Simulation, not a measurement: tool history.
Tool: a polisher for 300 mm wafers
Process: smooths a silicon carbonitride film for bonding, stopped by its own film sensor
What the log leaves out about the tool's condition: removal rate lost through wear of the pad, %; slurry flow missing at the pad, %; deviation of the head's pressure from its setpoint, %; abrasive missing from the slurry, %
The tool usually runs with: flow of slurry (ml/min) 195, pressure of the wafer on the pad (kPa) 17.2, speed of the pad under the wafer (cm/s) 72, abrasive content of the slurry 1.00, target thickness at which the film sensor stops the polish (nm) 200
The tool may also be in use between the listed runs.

run    hour  flow of slurry (ml/min)  pressure of the wafer on the pad (kPa)  speed of the pad under the wafer (cm/s)  abrasive content of the slurry  target thickness at which the film sensor stops the polish (nm)  wafers since the last listed run  wafers polished on this pad  hours since the slurry nozzle was cleaned  hours since the head pressure was calibrated  hours since the slurry blender was calibrated  incoming thickness of the incoming film, nm  time until the film sensor stopped the polish (s)
  1     0.0                      195                                    17.2                                       72                            1.00                                                              195                                 0                         1797                                       99.4                                         917.9                                           73.6                                        226.2                                              143.9
  2    27.0                      195                                    17.2                                       72                            1.00                                                              195                               278                         2075                                      126.4                                         944.9                                          100.6                                        229.0                                              157.5
  3    76.2                      195                                    17.2                                       72                            1.00                                                              200                               506                         2582                                      175.6                                         994.1                                          149.8                                        228.0                                              128.2
  4   103.6                      195                                    17.2                                       72                            1.00                                                              200                               282                         2864                                      203.0                                        1021.5                                          177.2                                        225.5                                              116.3
  5   174.2                      195                                    17.2                                       72                            1.00                                                              200                               727                         3591                                      273.6                                        1092.1                                          247.8                                        229.2                                              133.3
  6   198.6                      195                                    13.1                                       72                            1.00                                                              208                               251                         3842                                      298.0                                        1116.5                                          272.2                                        229.6                                              125.4
  7   235.1                      195                                    13.1                                       72                            1.00                                                              208                               376                         4218                                      334.5                                        1153.0                                          308.7                                        229.8                                              126.9
      288.3  -- worn pad replaced by a new one
  8   294.4                      195                                    13.1                                       72                            1.00                                                              208                               569                           62                                      393.8                                        1212.3                                          368.0                                        230.2                                              128.3
  9   366.1                      195                                    22.8                                       72                            1.15                                                              200                               738                          801                                      465.5                                        1284.0                                          439.7                                        226.8                                               83.7
      394.8  -- slurry blender recalibrated
 10   408.1                      195                                    13.8                                       82                            0.75                                                              192                               412                         1213                                      507.5                                        1326.0                                           13.3                                        227.1                                              203.9
 11   472.7                      195                                    20.7                                       72                            1.00                                                              192                               665                         1878                                      572.1                                        1390.6                                           77.9                                        230.4                                              140.8
 12   500.7                      195                                    17.2                                       72                            1.00                                                              200                               288                         2167                                      600.1                                        1418.6                                          105.9                                        232.1                                              137.4
 13   536.6                      195                                    17.2                                       72                            1.00                                                              190                               369                         2537                                      636.0                                        1454.5                                          141.8                                        232.0                                              180.1
      551.3  -- slurry nozzle cleaned
 14   579.2                      195                                    17.2                                       72                            1.00                                                              200                               428                         2965                                       27.9                                        1497.1                                          184.4                                        231.1                                              130.3
      633.7  -- head pressure recalibrated
 15   638.7                      195                                    19.3                                       92                            1.00                                                              200                               592                         3557                                       87.4                                           5.0                                          243.9                                        231.3                                              117.7
 16   720.4                      140                                    14.5                                       72                            1.00                                                              200                               841                         4399                                      169.1                                          86.7                                          325.6                                        232.9                                              203.7
 17   768.2                      195                                    17.2                                       54                            1.25                                                              207                               492                         4892                                      216.9                                         134.5                                          373.4                                        233.5                                              137.4
      812.2  -- worn pad replaced by a new one
      812.4  -- slurry blender recalibrated
 18   833.2                      195                                    21.4                                       94                            0.90                                                              200                               625                          214                                      281.9                                         199.5                                           20.8                                        233.6                                              116.0
 19   971.8                      195                                    17.2                                       72                            1.00                                                              200                              1427                         1642                                      420.5                                         338.1                                          159.4                                        229.7                                              145.0
 20  1036.6                      195                                    17.2                                       64                            1.00                                                              194                               667                         2309                                      485.3                                         402.9                                          224.2                                        234.2                                              209.4
     1052.8  -- slurry nozzle cleaned
 21  1068.5                      195                                    19.3                                       82                            1.00                                                              200                               318                         2627                                       15.7                                         434.8                                          256.1                                        232.7                                              127.2
 22  1104.5                      195                                    17.2                                       72                            1.00                                                              200                               370                         2998                                       51.7                                         470.8                                          292.1                                        230.7                                              148.5
 23  1161.3                      195                                    17.2                                       72                            1.15                                                              205                               585                         3583                                      108.5                                         527.6                                          348.9                                        226.5                                               97.1
 24  1195.4                      160                                    17.2                                       72                            1.00                                                              208                               351                         3935                                      142.6                                         561.7                                          383.0                                        232.1                                              118.4
     1256.8  -- slurry blender recalibrated
 25  1264.4                      195                                    17.2                                       50                            1.00                                                              204                               690                         4625                                      211.6                                         630.7                                            7.6                                        228.6                                              143.8
     1327.4  -- worn pad replaced by a new one
 26  1328.4                      195                                    17.2                                       72                            1.00                                                              195                               618                           10                                      275.6                                         694.7                                           71.6                                        229.3                                              162.6
 27  1385.2                      195                                    21.4                                       72                            0.80                                                              200                               585                          595                                      332.4                                         751.5                                          128.4                                        232.7                                              140.8
 28  1409.5                      195                                    13.1                                       72                            1.10                                                              200                               250                          845                                      356.7                                         775.8                                          152.7                                        229.9                                              176.5
     1607.8  -- slurry nozzle cleaned
 29  1622.0                      195                                    17.2                                       72                            1.25                                                              200                              2178                         3024                                       14.2                                         988.3                                          365.2                                        230.5                                              127.8
 30  1657.3                      195                                    20.7                                       72                            0.75                                                              200                               363                         3387                                       49.5                                        1023.6                                          400.5                                        233.5                                              148.0
 31  1701.6                      195                                    13.1                                       72                            1.00                                                              208                               456                         3844                                       93.8                                        1067.9                                          444.8                                        228.7                                              125.4

Each run again, without the hidden state but with its own random variation kept:
run  time until the film sensor stopped the polish (s)
  1                                              150.9
  2                                              165.8
  3                                              135.7
  4                                              123.5
  5                                              142.9
  6                                              134.8
  7                                              137.2
  8                                              139.9
  9                                               92.2
 10                                              226.2
 11                                              157.7
 12                                              154.7
 13                                              204.0
 14                                              148.6
 15                                              117.7
 16                                              203.8
 17                                              137.5
 18                                              116.3
 19                                              146.1
 20                                              211.6
 21                                              128.8
 22                                              150.6
 23                                               98.8
 24                                              120.8
 25                                              147.5
 26                                              167.7
 27                                              146.0
 28                                              183.4
 29                                              135.9
 30                                              158.1
 31                                              134.8

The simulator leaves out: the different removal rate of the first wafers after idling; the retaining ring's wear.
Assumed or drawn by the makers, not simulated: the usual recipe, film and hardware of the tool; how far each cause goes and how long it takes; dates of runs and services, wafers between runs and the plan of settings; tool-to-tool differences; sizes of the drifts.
